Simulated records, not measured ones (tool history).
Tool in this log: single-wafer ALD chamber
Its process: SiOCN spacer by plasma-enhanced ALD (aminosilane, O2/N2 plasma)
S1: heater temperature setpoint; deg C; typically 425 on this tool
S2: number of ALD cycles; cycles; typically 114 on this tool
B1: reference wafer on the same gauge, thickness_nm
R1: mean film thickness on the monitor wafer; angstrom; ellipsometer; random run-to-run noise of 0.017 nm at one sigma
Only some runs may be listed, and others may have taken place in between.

{"run": 1, "hour": 0.0, "S1": 425, "S2": 130, "B1": 7.298, "R1": 78.07}
{"run": 2, "hour": 7.3, "S1": 425, "S2": 130, "B1": 7.299, "R1": 78.38}
{"run": 3, "hour": 21.0, "S1": 425, "S2": 130, "B1": 7.308, "R1": 77.75}
{"run": 4, "hour": 33.1, "S1": 425, "S2": 114, "B1": 7.301, "R1": 68.2}
{"run": 5, "hour": 42.9, "S1": 425, "S2": 114, "B1": 7.307, "R1": 68.27}
{"run": 6, "hour": 52.8, "S1": 425, "S2": 114, "B1": 7.297, "R1": 68.09}
{"run": 7, "hour": 68.0, "S1": 425, "S2": 114, "B1": 7.303, "R1": 68.34}
{"hour": 86.0, "done": "thermocouple changed; heater temperature recalibrated"}
{"run": 8, "hour": 88.8, "S1": 416, "S2": 99, "B1": 7.301, "R1": 60.68}
{"run": 9, "hour": 100.0, "S1": 416, "S2": 99, "B1": 7.297, "R1": 60.81}
{"run": 10, "hour": 108.0, "S1": 425, "S2": 114, "B1": 7.297, "R1": 68.19}
{"run": 11, "hour": 125.6, "S1": 425, "S2": 114, "B1": 7.291, "R1": 68.24}
{"hour": 130.8, "done": "gauge calibrated"}
{"run": 12, "hour": 133.6, "S1": 430, "S2": 97, "B1": 7.313, "R1": 57.29}
{"run": 13, "hour": 141.2, "S1": 425, "S2": 124, "B1": 7.302, "R1": 74.42}
{"run": 14, "hour": 187.2, "S1": 438, "S2": 92, "B1": 7.298, "R1": 52.72}
{"run": 15, "hour": 195.9, "S1": 420, "S2": 103, "B1": 7.296, "R1": 62.92}
{"run": 16, "hour": 206.7, "S1": 430, "S2": 114, "B1": 7.294, "R1": 67.15}
{"run": 17, "hour": 213.2, "S1": 425, "S2": 114, "B1": 7.308, "R1": 68.25}
{"run": 18, "hour": 219.8, "S1": 414, "S2": 121, "B1": 7.305, "R1": 75.15}
{"run": 19, "hour": 235.9, "S1": 437, "S2": 121, "B1": 7.295, "R1": 69.79}
{"run": 20, "hour": 246.1, "S1": 411, "S2": 92, "B1": 7.29, "R1": 57.83}
{"run": 21, "hour": 256.1, "S1": 425, "S2": 114, "B1": 7.298, "R1": 68.02}

Each row is a separate what-if for the run after 21, all from the same tool condition, not one after another. Results?
{"run": "A", "hour": 256.7, "S1": 425, "S2": 114, "B1": "?", "R1": "?"}
{"run": "B", "hour": 256.7, "S1": 434, "S2": 93, "B1": "?", "R1": "?"}
{"run": "C", "hour": 256.7, "S1": 431, "S2": 105, "B1": "?", "R1": "?"}
{"run": "D", "hour": 256.7, "S1": 425, "S2": 93, "B1": "?", "R1": "?"}

run=A B1=7.289 R1=68.07
run=B B1=7.289 R1=53.90
run=C B1=7.289 R1=61.47
run=D B1=7.289 R1=55.53
Stripped of hidden state, with their random variation kept, the same runs would have yielded:
run=A R1=68.07
run=B R1=53.90
run=C R1=61.47
run=D R1=55.53
